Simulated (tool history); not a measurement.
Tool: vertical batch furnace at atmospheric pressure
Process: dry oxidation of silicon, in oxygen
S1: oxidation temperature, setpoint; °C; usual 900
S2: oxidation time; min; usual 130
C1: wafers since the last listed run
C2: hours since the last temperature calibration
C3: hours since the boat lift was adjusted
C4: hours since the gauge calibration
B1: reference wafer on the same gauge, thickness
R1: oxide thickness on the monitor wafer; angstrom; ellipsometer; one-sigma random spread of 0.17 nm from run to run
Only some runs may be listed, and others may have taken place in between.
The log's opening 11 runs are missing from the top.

Run 12, hour 789.7: usual settings but S2 110.5 min; C1 874; C2 2694.1; C3 1952.1; C4 711.9; B1 38.75. Result: R1 298.1 angstrom.
Run 13, hour 861.1: usual settings but S2 110.5 min; C1 691; C2 2765.5; C3 2023.5; C4 783.3; B1 38.82. Result: R1 299.3 angstrom.
Run 14, hour 958.7: usual settings; C1 945; C2 2863.1; C3 2121.1; C4 880.9; B1 38.81. Result: R1 334.5 angstrom.
Run 15, hour 1041.4: usual settings; C1 800; C2 2945.8; C3 2203.8; C4 963.6; B1 38.82. Result: R1 332.9 angstrom.
Run 16, hour 1091: usual settings; C1 480; C2 2995.4; C3 2253.4; C4 1013.2; B1 38.79. Result: R1 335.1 angstrom.
Run 17, hour 1188.6: usual settings; C1 945; C2 3093; C3 2351; C4 1110.8; B1 38.8. Result: R1 335.8 angstrom.
Run 18, hour 1254.9: usual settings but S1 888 °C, S2 69 min; C1 641; C2 3159.3; C3 2417.3; C4 1177.1; B1 38.85. Result: R1 193.3 angstrom.
Run 19, hour 1361: usual settings but S1 882 °C, S2 88 min; C1 1027; C2 3265.4; C3 2523.4; C4 1283.2; B1 38.83. Result: R1 213.7 angstrom.
At hour 1387.8: boat lift adjusted.
Run 20, hour 1455.4: usual settings but S1 915 °C; C1 681; C2 3359.8; C3 67.6; C4 1377.6; B1 38.74. Result: R1 397 angstrom.
Run 21, hour 1510.6: usual settings but S1 910 °C; C1 534; C2 3415; C3 122.8; C4 1432.8; B1 38.88. Result: R1 371.7 angstrom.
At hour 1556.5: gauge calibrated.
At hour 1566.6: thermocouples replaced and temperature profile calibrated.
Run 22, hour 1589.8: usual settings but S1 922 °C, S2 68 min; C1 534; C2 23.2; C3 202; C4 33.3; B1 38.85. Result: R1 277.6 angstrom.
Run 23, hour 1653.2: usual settings; C1 613; C2 86.6; C3 265.4; C4 96.7; B1 38.87. Result: R1 344.6 angstrom.
Run 24, hour 1734.1: usual settings; C1 783; C2 167.5; C3 346.3; C4 177.6; B1 38.74. Result: R1 348 angstrom.
Run 25, hour 1833.8: usual settings but S2 110.5 min; C1 965; C2 267.2; C3 446; C4 277.3; B1 38.77. Result: R1 308.7 angstrom.
Run 26, hour 1916.2: usual settings; C1 797; C2 349.6; C3 528.4; C4 359.7; B1 38.78. Result: R1 346 angstrom.
Run 27, hour 1986.7: usual settings but S1 887 °C, S2 66 min; C1 682; C2 420.1; C3 598.9; C4 430.2; B1 38.78. Result: R1 192.5 angstrom.
Run 28, hour 2066.7: usual settings; C1 774; C2 500.1; C3 678.9; C4 510.2; B1 38.87. Result: R1 341.4 angstrom.
At hour 2161.8: thermocouples replaced and temperature profile calibrated, repeated, since the last time left the tool worse.
Run 29, hour 2195.5: usual settings but S1 875 °C, S2 84.5 min; C1 1014; C2 33.7; C3 807.7; C4 639; B1 38.8. Result: R1 188.8 angstrom.
Run 30, hour 2255.3: usual settings but S2 147 min; C1 579; C2 93.5; C3 867.5; C4 698.8; B1 38.72. Result: R1 349.5 angstrom.
Run 31, hour 2298.5: usual settings but S1 906 °C, S2 104.5 min; C1 418; C2 136.7; C3 910.7; C4 742; B1 38.72. Result: R1 301.9 angstrom.
Run 32, hour 2344.4: usual settings but S1 887 °C, S2 75 min; C1 444; C2 182.6; C3 956.6; C4 787.9; B1 38.89. Result: R1 197.5 angstrom.
Run 33, hour 2427.8: usual settings; C1 807; C2 266; C3 1040; C4 871.3; B1 38.75. Result: R1 328.2 angstrom.

Forecast each of these 3 alternatives for the next run:
Run A, hour 2434.2: usual settings; C1 61; C2 272.4; C3 1046.4; C4 877.7; B1 ?. Result: R1 ?.
Run B, hour 2434.2: usual settings but S1 888 °C, S2 187.5 min; C1 61; C2 272.4; C3 1046.4; C4 877.7; B1 ?. Result: R1 ?.
Run C, hour 2434.2: usual settings but S1 881 °C; C1 61; C2 272.4; C3 1046.4; C4 877.7; B1 ?. Result: R1 ?.

run     B1     R1
  A  38.83  326.5
  B  38.83    369
  C  38.83  267.5
Stripped of hidden state, with their random variation kept, the same runs would have yielded:
run     R1
  A  323.9
  B  365.9
  C  265.3

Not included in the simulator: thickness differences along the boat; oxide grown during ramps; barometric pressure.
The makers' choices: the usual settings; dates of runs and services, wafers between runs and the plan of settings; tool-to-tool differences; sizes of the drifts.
